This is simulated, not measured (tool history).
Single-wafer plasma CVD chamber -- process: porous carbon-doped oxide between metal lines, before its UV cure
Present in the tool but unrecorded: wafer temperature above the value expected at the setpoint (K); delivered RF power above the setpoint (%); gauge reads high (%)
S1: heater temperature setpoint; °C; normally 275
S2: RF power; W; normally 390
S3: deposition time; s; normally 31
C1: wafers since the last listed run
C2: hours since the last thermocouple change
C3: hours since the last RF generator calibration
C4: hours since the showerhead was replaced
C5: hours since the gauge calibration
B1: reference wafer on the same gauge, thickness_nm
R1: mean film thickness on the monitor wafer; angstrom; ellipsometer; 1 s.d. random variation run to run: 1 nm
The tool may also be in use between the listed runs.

run 1 hour=0 | S1=275 S2=390 S3=31 | C1=0 C2=1504.3 C3=723.7 C4=2400.1 C5=772.3 | B1=167.18 | R1=1719.87
run 2 hour=100.6 | S1=275 S2=390 S3=31 | C1=2021 C2=1604.9 C3=824.3 C4=2500.7 C5=872.9 | B1=166.488 | R1=1702.69
run 3 hour=151.1 | S1=275 S2=330 S3=31 | C1=1014 C2=1655.4 C3=874.8 C4=2551.2 C5=923.4 | B1=166.588 | R1=1453.67
run 4 hour=188.9 | S1=275 S2=330 S3=31 | C1=759 C2=1693.2 C3=912.6 C4=2589 C5=961.2 | B1=167.185 | R1=1452.39
run 5 hour=259.2 | S1=265 S2=390 S3=33.1 | C1=1412 C2=1763.5 C3=982.9 C4=2659.3 C5=1031.5 | B1=166.67 | R1=1960.25
run 6 hour=338.2 | S1=265 S2=390 S3=33.1 | C1=1587 C2=1842.5 C3=1061.9 C4=2738.3 C5=1110.5 | B1=167.261 | R1=1974.06
run 7 hour=383.2 | S1=265 S2=390 S3=33.1 | C1=904 C2=1887.5 C3=1106.9 C4=2783.3 C5=1155.5 | B1=167.237 | R1=1964.68
run 8 hour=430.8 | S1=275 S2=390 S3=31 | C1=956 C2=1935.1 C3=1154.5 C4=2830.9 C5=1203.1 | B1=166.914 | R1=1701.9
run 9 hour=488.3 | S1=275 S2=390 S3=31 | C1=1155 C2=1992.6 C3=1212 C4=2888.4 C5=1260.6 | B1=166.543 | R1=1715.52
-- hour=595.9 RF generator calibrated
run 10 hour=596.4 | S1=275 S2=390 S3=31 | C1=2011 C2=2100.7 C3=0.5 C4=2996.5 C5=1368.7 | B1=166.724 | R1=1783.59
run 11 hour=644.9 | S1=275 S2=390 S3=31 | C1=974 C2=2149.2 C3=49 C4=3045 C5=1417.2 | B1=166.913 | R1=1767.54
-- hour=664.9 thermocouple changed; heater temperature recalibrated
run 12 hour=746.4 | S1=275 S2=390 S3=31 | C1=1878 C2=81.5 C3=150.5 C4=3146.5 C5=1518.7 | B1=167.053 | R1=1709.21
run 13 hour=813.1 | S1=275 S2=390 S3=31 | C1=1340 C2=148.2 C3=217.2 C4=3213.2 C5=1585.4 | B1=166.553 | R1=1685.01
-- hour=891.9 gauge calibrated
run 14 hour=936.5 | S1=275 S2=390 S3=31 | C1=2479 C2=271.6 C3=340.6 C4=3336.6 C5=44.6 | B1=167.094 | R1=1683.98
run 15 hour=982.5 | S1=281 S2=390 S3=29.4 | C1=924 C2=317.6 C3=386.6 C4=3382.6 C5=90.6 | B1=166.375 | R1=1537.17
run 16 hour=1086.9 | S1=284 S2=390 S3=35.2 | C1=2097 C2=422 C3=491 C4=3487 C5=195 | B1=167.264 | R1=1778.03
run 17 hour=1155.8 | S1=266 S2=465 S3=33.8 | C1=1384 C2=490.9 C3=559.9 C4=3555.9 C5=263.9 | B1=167.145 | R1=2278.64
run 18 hour=1229.3 | S1=285 S2=420 S3=31 | C1=1476 C2=564.4 C3=633.4 C4=3629.4 C5=337.4 | B1=167.397 | R1=1675.71
run 19 hour=1322.1 | S1=275 S2=430 S3=33.3 | C1=1864 C2=657.2 C3=726.2 C4=3722.2 C5=430.2 | B1=167.625 | R1=1948.72
run 20 hour=1377.9 | S1=275 S2=390 S3=31 | C1=1121 C2=713 C3=782 C4=3778 C5=486 | B1=167.464 | R1=1654.09
run 21 hour=1460.7 | S1=275 S2=390 S3=31 | C1=1663 C2=795.8 C3=864.8 C4=3860.8 C5=568.8 | B1=167.235 | R1=1652.11
-- hour=1475 showerhead replaced
run 22 hour=1537.8 | S1=286 S2=390 S3=36.8 | C1=1388 C2=872.9 C3=941.9 C4=62.8 C5=645.9 | B1=167.29 | R1=1810.87
run 23 hour=1591.7 | S1=275 S2=390 S3=31 | C1=1083 C2=926.8 C3=995.8 C4=116.7 C5=699.8 | B1=166.691 | R1=1662.22
run 24 hour=1663.8 | S1=265 S2=390 S3=33.1 | C1=1448 C2=998.9 C3=1067.9 C4=188.8 C5=771.9 | B1=167.378 | R1=1913.19
run 25 hour=1737.5 | S1=287 S2=365 S3=28.8 | C1=1480 C2=1072.6 C3=1141.6 C4=262.5 C5=845.6 | B1=167.097 | R1=1332.21
run 26 hour=1794.1 | S1=275 S2=390 S3=31 | C1=1137 C2=1129.2 C3=1198.2 C4=319.1 C5=902.2 | B1=166.907 | R1=1671.04
run 27 hour=1837.9 | S1=275 S2=390 S3=34.9 | C1=880 C2=1173 C3=1242 C4=362.9 C5=946 | B1=167.197 | R1=1857.27
run 28 hour=1876.7 | S1=263 S2=390 S3=34.4 | C1=779 C2=1211.8 C3=1280.8 C4=401.7 C5=984.8 | B1=167.373 | R1=2008.38
run 29 hour=1925 | S1=288 S2=390 S3=31 | C1=970 C2=1260.1 C3=1329.1 C4=450 C5=1033.1 | B1=167.037 | R1=1516.25

What if the next run were any one of these 3? Each begins from the tool's condition after run 29:
run A hour=1925.4 | S1=275 S2=390 S3=31 | C1=8 C2=1260.5 C3=1329.5 C4=450.4 C5=1033.5 | B1=? | R1=?
run B hour=1925.4 | S1=275 S2=390 S3=26.3 | C1=8 C2=1260.5 C3=1329.5 C4=450.4 C5=1033.5 | B1=? | R1=?
run C hour=1925.4 | S1=263 S2=325 S3=26.6 | C1=8 C2=1260.5 C3=1329.5 C4=450.4 C5=1033.5 | B1=? | R1=?

run=A B1=166.871 R1=1659.43
run=B B1=166.871 R1=1414.98
run=C B1=166.871 R1=1300.3
Without the tool's unlogged condition, the same runs would have read:
run=A R1=1711.85
run=B R1=1459.68
run=C R1=1343.14

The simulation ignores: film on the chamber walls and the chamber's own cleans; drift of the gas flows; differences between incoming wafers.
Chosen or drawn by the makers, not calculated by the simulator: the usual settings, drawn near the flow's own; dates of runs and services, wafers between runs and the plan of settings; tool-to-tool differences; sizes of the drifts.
